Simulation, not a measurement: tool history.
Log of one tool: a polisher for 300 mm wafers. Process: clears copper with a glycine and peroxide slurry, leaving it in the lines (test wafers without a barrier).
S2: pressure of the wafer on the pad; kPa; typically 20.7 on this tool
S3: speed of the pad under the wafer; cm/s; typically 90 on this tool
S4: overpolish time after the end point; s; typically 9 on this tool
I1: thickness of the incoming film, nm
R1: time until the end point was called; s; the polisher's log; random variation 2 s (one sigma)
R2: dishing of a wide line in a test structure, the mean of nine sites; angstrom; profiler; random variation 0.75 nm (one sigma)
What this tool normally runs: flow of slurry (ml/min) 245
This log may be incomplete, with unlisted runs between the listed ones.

run 1 day=0.000 | flow_of_slurry_(ml/min)=245 S2=20.7 S3=90 S4=9 | I1=652.7 | R1=107.8 R2=366
run 2 day=3.704 | flow_of_slurry_(ml/min)=245 S2=20.7 S3=90 S4=6 | I1=660.9 | R1=118.3 R2=245
-- day=4.112 slurry nozzle cleaned
run 3 day=7.158 | flow_of_slurry_(ml/min)=245 S2=20.7 S3=70 S4=9 | I1=647.7 | R1=139.3 R2=298
run 4 day=10.442 | flow_of_slurry_(ml/min)=245 S2=24.1 S3=90 S4=9 | I1=655.2 | R1=102.3 R2=392
-- day=11.258 head pressure recalibrated
run 5 day=12.750 | flow_of_slurry_(ml/min)=245 S2=20.7 S3=90 S4=9 | I1=641.9 | R1=108.2 R2=381
-- day=14.829 worn pad replaced by a new one
run 6 day=17.200 | flow_of_slurry_(ml/min)=245 S2=20.7 S3=90 S4=9 | I1=653.5 | R1=110.5 R2=369
run 7 day=19.792 | flow_of_slurry_(ml/min)=245 S2=20.7 S3=90 S4=9 | I1=646.9 | R1=110.7 R2=379
-- day=21.671 slurry nozzle cleaned
run 8 day=23.217 | flow_of_slurry_(ml/min)=245 S2=17.2 S3=90 S4=9 | I1=647.1 | R1=124.5 R2=317
run 9 day=26.254 | flow_of_slurry_(ml/min)=245 S2=17.2 S3=90 S4=9 | I1=658.4 | R1=128.8 R2=330
run 10 day=30.412 | flow_of_slurry_(ml/min)=270 S2=20.7 S3=90 S4=9 | I1=646.7 | R1=110.7 R2=364
run 11 day=32.321 | flow_of_slurry_(ml/min)=270 S2=20.7 S3=90 S4=9 | I1=656.4 | R1=112.4 R2=360
-- day=32.771 worn pad replaced by a new one
run 12 day=36.604 | flow_of_slurry_(ml/min)=245 S2=20.7 S3=90 S4=9 | I1=653.7 | R1=111.8 R2=358
-- day=40.329 slurry nozzle cleaned
-- day=43.462 head pressure recalibrated
-- day=48.554 worn pad replaced by a new one
run 13 day=49.296 | flow_of_slurry_(ml/min)=210 S2=20.7 S3=90 S4=9 | I1=654.1 | R1=108.7 R2=386
run 14 day=51.146 | flow_of_slurry_(ml/min)=245 S2=20.7 S3=90 S4=9 | I1=648.8 | R1=107.0 R2=390
run 15 day=54.700 | flow_of_slurry_(ml/min)=325 S2=20.7 S3=90 S4=14 | I1=648.5 | R1=102.6 R2=557

For run 16, what comes out?
run 16 day=57.117 | flow_of_slurry_(ml/min)=245 S2=20.7 S3=90 S4=9 | I1=636.8 | R1=? R2=?

Run 16 measured R1 107.6 s, R2 367 angstrom.
If the tool had no hidden condition, the same run with the same run-to-run variation would have returned R1 109.0 s, R2 363 angstrom.
